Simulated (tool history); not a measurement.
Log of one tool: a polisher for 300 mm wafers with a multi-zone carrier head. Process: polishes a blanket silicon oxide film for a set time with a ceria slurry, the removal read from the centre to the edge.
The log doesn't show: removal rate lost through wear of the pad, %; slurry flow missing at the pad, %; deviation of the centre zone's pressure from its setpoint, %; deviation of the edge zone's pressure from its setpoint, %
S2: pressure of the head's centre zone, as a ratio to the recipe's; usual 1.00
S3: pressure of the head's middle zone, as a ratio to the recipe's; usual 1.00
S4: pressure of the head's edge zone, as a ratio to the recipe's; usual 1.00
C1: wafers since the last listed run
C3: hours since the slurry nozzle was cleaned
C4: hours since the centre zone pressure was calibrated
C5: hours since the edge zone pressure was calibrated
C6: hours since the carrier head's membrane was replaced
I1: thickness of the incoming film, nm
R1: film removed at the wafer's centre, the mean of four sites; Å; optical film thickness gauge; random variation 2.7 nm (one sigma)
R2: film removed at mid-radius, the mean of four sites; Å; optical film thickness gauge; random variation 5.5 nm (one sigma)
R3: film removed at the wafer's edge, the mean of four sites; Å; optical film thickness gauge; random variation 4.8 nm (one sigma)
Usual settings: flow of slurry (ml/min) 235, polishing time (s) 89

run 1 hour=0.0 | flow_of_slurry_(ml/min)=235 S2=1.00 S3=1.00 S4=1.00 polishing_time_(s)=89 | C1=0 wafers_polished_on_this_pad=1327 C3=562.1 C4=524.6 C5=645.9 C6=1602.5 | I1=1754.6 | R1=3604 R2=3665 R3=3542
run 2 hour=38.2 | flow_of_slurry_(ml/min)=235 S2=1.00 S3=1.00 S4=1.00 polishing_time_(s)=89 | C1=401 wafers_polished_on_this_pad=1729 C3=600.3 C4=562.8 C5=684.1 C6=1640.7 | I1=1796.1 | R1=3544 R2=3645 R3=3485
run 3 hour=76.6 | flow_of_slurry_(ml/min)=235 S2=1.00 S3=1.00 S4=1.00 polishing_time_(s)=89 | C1=403 wafers_polished_on_this_pad=2132 C3=638.7 C4=601.2 C5=722.5 C6=1679.1 | I1=1769.9 | R1=3506 R2=3507 R3=3425
-- hour=96.5 worn pad replaced by a new one
run 4 hour=143.8 | flow_of_slurry_(ml/min)=235 S2=1.00 S3=1.00 S4=1.00 polishing_time_(s)=101 | C1=664 wafers_polished_on_this_pad=497 C3=705.9 C4=668.4 C5=789.7 C6=1746.3 | I1=1787.2 | R1=4114 R2=4244 R3=4086
-- hour=159.5 slurry nozzle cleaned
run 5 hour=187.1 | flow_of_slurry_(ml/min)=235 S2=1.00 S3=1.00 S4=1.00 polishing_time_(s)=81 | C1=444 wafers_polished_on_this_pad=942 C3=27.6 C4=711.7 C5=833.0 C6=1789.6 | I1=1770.9 | R1=3318 R2=3333 R3=3300
run 6 hour=236.0 | flow_of_slurry_(ml/min)=235 S2=1.00 S3=1.00 S4=1.00 polishing_time_(s)=81 | C1=514 wafers_polished_on_this_pad=1456 C3=76.5 C4=760.6 C5=881.9 C6=1838.5 | I1=1778.6 | R1=3238 R2=3390 R3=3141
run 7 hour=283.2 | flow_of_slurry_(ml/min)=235 S2=1.00 S3=1.00 S4=1.00 polishing_time_(s)=81 | C1=496 wafers_polished_on_this_pad=1952 C3=123.7 C4=807.8 C5=929.1 C6=1885.7 | I1=1742.8 | R1=3147 R2=3248 R3=3200
-- hour=362.5 carrier head's membrane replaced by a new one
-- hour=388.9 worn pad replaced by a new one
run 8 hour=404.6 | flow_of_slurry_(ml/min)=235 S2=1.00 S3=1.00 S4=1.00 polishing_time_(s)=89 | C1=1182 wafers_polished_on_this_pad=165 C3=245.1 C4=929.2 C5=1050.5 C6=42.1 | I1=1786.2 | R1=3705 R2=3825 R3=3654
run 9 hour=466.3 | flow_of_slurry_(ml/min)=235 S2=1.00 S3=1.00 S4=1.00 polishing_time_(s)=89 | C1=648 wafers_polished_on_this_pad=813 C3=306.8 C4=990.9 C5=1112.2 C6=103.8 | I1=1789.1 | R1=3626 R2=3720 R3=3603
run 10 hour=516.8 | flow_of_slurry_(ml/min)=235 S2=1.00 S3=1.12 S4=1.00 polishing_time_(s)=89 | C1=531 wafers_polished_on_this_pad=1344 C3=357.3 C4=1041.4 C5=1162.7 C6=154.3 | I1=1761.5 | R1=3601 R2=3954 R3=3537
-- hour=541.0 centre zone pressure recalibrated
run 11 hour=578.9 | flow_of_slurry_(ml/min)=235 S2=1.00 S3=1.00 S4=1.00 polishing_time_(s)=107 | C1=632 wafers_polished_on_this_pad=1976 C3=419.4 C4=37.9 C5=1224.8 C6=216.4 | I1=1803.0 | R1=4220 R2=4298 R3=4161
-- hour=615.5 edge zone pressure recalibrated
run 12 hour=636.8 | flow_of_slurry_(ml/min)=235 S2=1.00 S3=0.97 S4=1.00 polishing_time_(s)=81 | C1=587 wafers_polished_on_this_pad=2564 C3=477.3 C4=95.8 C5=21.3 C6=274.3 | I1=1763.1 | R1=3129 R2=3050 R3=3049
-- hour=650.6 worn pad replaced by a new one
run 13 hour=681.5 | flow_of_slurry_(ml/min)=235 S2=1.00 S3=1.04 S4=0.92 polishing_time_(s)=89 | C1=428 wafers_polished_on_this_pad=325 C3=522.0 C4=140.5 C5=66.0 C6=319.0 | I1=1744.6 | R1=3671 R2=3847 R3=3460
run 14 hour=731.7 | flow_of_slurry_(ml/min)=235 S2=1.00 S3=0.97 S4=0.89 polishing_time_(s)=89 | C1=527 wafers_polished_on_this_pad=852 C3=572.2 C4=190.7 C5=116.2 C6=369.2 | I1=1754.2 | R1=3672 R2=3691 R3=3455
run 15 hour=797.0 | flow_of_slurry_(ml/min)=255 S2=0.92 S3=1.03 S4=1.00 polishing_time_(s)=89 | C1=686 wafers_polished_on_this_pad=1539 C3=637.5 C4=256.0 C5=181.5 C6=434.5 | I1=1801.8 | R1=3353 R2=3758 R3=3527

Run 16 comes next. What will it give?
run 16 hour=867.2 | flow_of_slurry_(ml/min)=235 S2=1.00 S3=1.00 S4=1.00 polishing_time_(s)=89 | C1=738 wafers_polished_on_this_pad=2277 C3=707.7 C4=326.2 C5=251.7 C6=504.7 | I1=1763.8 | R1=? R2=? R3=?

R1: 3458 Å
R2: 3545 Å
R3: 3369 Å
Without the tool's hidden state the same run would have given R1 3702 Å, R2 3794 Å, R3 3607 Å.
